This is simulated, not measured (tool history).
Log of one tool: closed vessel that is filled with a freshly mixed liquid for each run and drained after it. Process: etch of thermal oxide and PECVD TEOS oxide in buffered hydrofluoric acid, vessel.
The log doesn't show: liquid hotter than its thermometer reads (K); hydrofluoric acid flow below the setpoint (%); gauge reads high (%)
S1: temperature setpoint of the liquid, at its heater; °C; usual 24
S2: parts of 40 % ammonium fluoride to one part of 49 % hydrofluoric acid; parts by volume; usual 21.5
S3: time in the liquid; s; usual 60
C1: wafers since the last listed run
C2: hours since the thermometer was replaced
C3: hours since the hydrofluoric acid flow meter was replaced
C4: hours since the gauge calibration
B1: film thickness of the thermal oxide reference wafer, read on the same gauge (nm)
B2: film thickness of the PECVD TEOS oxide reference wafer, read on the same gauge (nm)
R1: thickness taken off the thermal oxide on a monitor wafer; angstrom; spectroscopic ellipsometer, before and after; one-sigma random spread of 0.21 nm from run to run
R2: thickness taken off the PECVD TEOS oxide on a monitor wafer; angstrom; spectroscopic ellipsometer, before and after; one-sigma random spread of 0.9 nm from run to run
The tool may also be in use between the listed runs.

run	hour	S1	S2	S3	C1	C2	C3	C4	B1	B2	R1	R2
1	0	25	21.5	60	0	1047	115.6	302.4	40.02	60.05	437.9	988.4
2	11.5	27	21.5	60	924	1058.5	127.1	313.9	39.96	59.98	482.5	1084.9
3	26.7	24	17	50	1222	1073.7	142.3	329.1	40.01	60.03	418.7	946.5
4	44.2	24	26	60	1407	1091.2	159.8	346.6	40.01	60.06	361	803.4
# hour 58.4: thermometer replaced
5	59.9	24	17.5	60	1182	1.5	175.5	362.3	40.02	60	469.6	1028.4
6	67	24	19	60	570	8.6	182.6	369.4	39.99	60.04	430.2	994.3
7	82.9	24	25	60	1278	24.5	198.5	385.3	39.99	60.06	354.4	802.8
8	94.6	21	30	95	940	36.2	210.2	397	39.99	59.98	415.1	943.4
9	110.4	24	21.5	60	1270	52	226	412.8	40.02	60	392	886.1
10	121.8	24	13.5	40	916	63.4	237.4	424.2	40.02	59.99	399.2	900.5
11	138.6	25.5	15	80	1350	80.2	254.2	441	40	60.03	782	1772.3
# hour 144.5: gauge calibrated
12	146	28.5	17.5	80	595	87.6	261.6	1.5	39.99	59.96	788.4	1790.2
13	152.1	24	21.5	60	490	93.7	267.7	7.6	39.99	59.99	396.5	896.2
14	167.9	24	21.5	30	1270	109.5	283.5	23.4	40.02	60.01	198.9	441.7
15	180	24	21.5	60	972	121.6	295.6	35.5	39.99	60	393	873.8
16	189.9	24	21.5	60	796	131.5	305.5	45.4	40	60.01	391.6	885.5
17	207.7	24	27.5	60	1431	149.3	323.3	63.2	39.99	60.01	331.9	752.5
18	219.4	19.5	15.5	60	940	161	335	74.9	39.97	59.98	411	912.6
19	237.4	20	21.5	60	1447	179	353	92.9	40	60.03	312.9	697.6
20	251.4	24	21.5	60	1125	193	367	106.9	40	59.98	395	873.6
21	264.5	28.5	13.5	35	1053	206.1	380.1	120	40.03	60.01	442.8	998.8
22	281.7	22.5	25	75	1383	223.3	397.3	137.2	39.99	60.04	407.4	930.1
23	294.4	24	25.5	60	1021	236	410	149.9	40.03	59.99	348.8	790.2
24	305	27	21.5	45	852	246.6	420.6	160.5	39.99	59.99	348.2	777.2
25	312.6	26	21.5	60	611	254.2	428.2	168.1	40.01	60.03	440.7	965.6
26	328.9	26	29	30	1310	270.5	444.5	184.4	39.99	60.01	175.7	392.3

Take each entry between the runs: how does the hidden state at the last listed run before it differ from the hidden state at the first listed run after it?
Runs 4 to 5: thermometer replaced (hour 58.4)
  liquid hotter than its thermometer reads (K): 0.813 -> 0.0109; hydrofluoric acid flow below the setpoint (%): 3.3 -> 3.44
  the result without the hidden state subtracted from the measured one, R1: +7.6 -> -16.2 angstrom; R2: +17 -> -35.5 angstrom
Runs 11 to 12: gauge calibrated (hour 144.5)
  liquid hotter than its thermometer reads (K): 0.0647 -> 0.0697; hydrofluoric acid flow below the setpoint (%): 4.12 -> 4.19
  the result without the hidden state subtracted from the measured one, R1: -30.4 -> -30.8 angstrom; R2: -68.8 -> -69.9 angstrom
